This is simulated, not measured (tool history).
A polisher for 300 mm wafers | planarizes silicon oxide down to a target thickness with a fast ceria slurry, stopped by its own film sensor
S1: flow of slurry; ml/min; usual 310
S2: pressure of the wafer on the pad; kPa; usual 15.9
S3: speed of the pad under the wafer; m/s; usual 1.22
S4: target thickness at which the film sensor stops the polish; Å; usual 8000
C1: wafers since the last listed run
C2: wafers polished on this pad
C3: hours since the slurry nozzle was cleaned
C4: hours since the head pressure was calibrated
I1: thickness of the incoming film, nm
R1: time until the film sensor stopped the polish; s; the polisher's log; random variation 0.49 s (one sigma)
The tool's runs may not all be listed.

Run 1, hour 0.0: usual settings but S4 9610 Å; C1 0; C2 490; C3 194.1; C4 932.9; I1 1775.8. Result: R1 40.9 s.
Run 2, hour 15.9: usual settings but S4 9610 Å; C1 137; C2 627; C3 210.0; C4 948.8; I1 1750.6. Result: R1 40.6 s.
At hour 22.5: worn pad replaced by a new one.
Run 3, hour 25.3: usual settings but S4 9610 Å; C1 46; C2 24; C3 219.4; C4 958.2; I1 1776.5. Result: R1 41.6 s.
Run 4, hour 34.1: usual settings; C1 76; C2 100; C3 228.2; C4 967.0; I1 1804.7. Result: R1 51.3 s.
Run 5, hour 49.3: usual settings; C1 131; C2 232; C3 243.4; C4 982.2; I1 1769.6. Result: R1 50.1 s.
Run 6, hour 56.0: usual settings; C1 58; C2 290; C3 250.1; C4 988.9; I1 1761.8. Result: R1 50.0 s.
Run 7, hour 73.8: usual settings but S1 280 ml/min; C1 154; C2 444; C3 267.9; C4 1006.7; I1 1743.4. Result: R1 49.7 s.
Run 8, hour 83.3: usual settings; C1 82; C2 526; C3 277.4; C4 1016.2; I1 1762.4. Result: R1 49.8 s.
At hour 100.1: worn pad replaced by a new one.
Run 9, hour 100.6: usual settings; C1 115; C2 4; C3 294.7; C4 1033.5; I1 1776.3. Result: R1 50.9 s.
Run 10, hour 103.6: usual settings; C1 25; C2 30; C3 297.7; C4 1036.5; I1 1760.9. Result: R1 50.4 s.
Run 11, hour 119.4: usual settings; C1 136; C2 167; C3 313.5; C4 1052.3; I1 1758.4. Result: R1 49.2 s.
Run 12, hour 128.6: usual settings; C1 79; C2 246; C3 322.7; C4 1061.5; I1 1774.2. Result: R1 50.2 s.
Run 13, hour 136.1: usual settings; C1 64; C2 311; C3 330.2; C4 1069.0; I1 1801.0. Result: R1 52.4 s.
Run 14, hour 152.3: usual settings; C1 140; C2 452; C3 346.4; C4 1085.2; I1 1759.0. Result: R1 49.8 s.
Run 15, hour 166.9: usual settings; C1 126; C2 578; C3 361.0; C4 1099.8; I1 1750.3. Result: R1 49.8 s.
Run 16, hour 184.1: usual settings; C1 149; C2 727; C3 378.2; C4 1117.0; I1 1808.8. Result: R1 53.1 s.
At hour 189.2: head pressure recalibrated.
At hour 191.9: worn pad replaced by a new one.
At hour 193.1: slurry nozzle cleaned.
Run 17, hour 201.5: usual settings; C1 101; C2 74; C3 8.4; C4 12.3; I1 1807.2. Result: R1 49.6 s.
Run 18, hour 216.6: usual settings but S4 11020 Å; C1 130; C2 205; C3 23.5; C4 27.4; I1 1770.8. Result: R1 33.7 s.
Run 19, hour 222.9: usual settings but S1 270 ml/min, S2 13.8 kPa, S3 1.48 m/s; C1 54; C2 260; C3 29.8; C4 33.7; I1 1783.4. Result: R1 48.8 s.
Run 20, hour 263.5: usual settings but S1 250 ml/min, S2 11.0 kPa, S4 9750 Å; C1 351; C2 612; C3 70.4; C4 74.3; I1 1791.5. Result: R1 60.5 s.
At hour 282.0: worn pad replaced by a new one.
Run 21, hour 282.5: usual settings; C1 129; C2 4; C3 89.4; C4 93.3; I1 1794.5. Result: R1 50.3 s.
Run 22, hour 296.4: usual settings but S2 18.6 kPa, S3 1.12 m/s, S4 6570 Å; C1 120; C2 124; C3 103.3; C4 107.2; I1 1800.4. Result: R1 53.1 s.
Run 23, hour 305.4: usual settings but S1 365 ml/min, S4 9800 Å; C1 77; C2 202; C3 112.3; C4 116.2; I1 1778.9. Result: R1 39.5 s.
Run 24, hour 323.3: usual settings but S1 340 ml/min, S2 14.5 kPa, S3 1.46 m/s; C1 155; C2 358; C3 130.2; C4 134.1; I1 1757.9. Result: R1 45.9 s.
Run 25, hour 336.3: usual settings but S1 395 ml/min, S3 0.80 m/s; C1 112; C2 470; C3 143.2; C4 147.1; I1 1773.3. Result: R1 71.1 s.
Run 26, hour 348.8: usual settings; C1 108; C2 578; C3 155.7; C4 159.6; I1 1753.9. Result: R1 48.0 s.
At hour 360.5: worn pad replaced by a new one.
Run 27, hour 365.3: usual settings; C1 108; C2 41; C3 172.2; C4 176.1; I1 1755.9. Result: R1 49.4 s.
Run 28, hour 381.0: usual settings but S1 395 ml/min, S2 11.7 kPa, S4 11070 Å; C1 136; C2 177; C3 187.9; C4 191.8; I1 1786.2. Result: R1 46.5 s.
Run 29, hour 387.6: usual settings but S4 9250 Å; C1 57; C2 235; C3 194.5; C4 198.4; I1 1745.3. Result: R1 42.4 s.

Forecast each of these 5 alternatives for the next run:
Run A, hour 388.0: usual settings; C1 3; C2 238; C3 194.9; C4 198.8; I1 1772.1. Result: R1 ?.
Run B, hour 388.0: usual settings but S3 0.84 m/s; C1 3; C2 238; C3 194.9; C4 198.8; I1 1772.1. Result: R1 ?.
Run C, hour 388.0: usual settings but S1 365 ml/min, S2 14.5 kPa, S3 1.38 m/s, S4 4780 Å; C1 3; C2 238; C3 194.9; C4 198.8; I1 1772.1. Result: R1 ?.
Run D, hour 388.0: usual settings but S1 205 ml/min, S2 12.4 kPa, S4 6940 Å; C1 3; C2 238; C3 194.9; C4 198.8; I1 1772.1. Result: R1 ?.
Run E, hour 388.0: usual settings but S1 350 ml/min, S2 13.1 kPa, S3 1.44 m/s, S4 6080 Å; C1 3; C2 238; C3 194.9; C4 198.8; I1 1772.1. Result: R1 ?.

run    R1
  A  50.4
  B  69.5
  C  64.6
  D  75.8
  E  62.1
Without the tool's hidden state the same runs would have given:
run    R1
  A  48.8
  B  67.3
  C  62.9
  D  72.4
  E  60.4
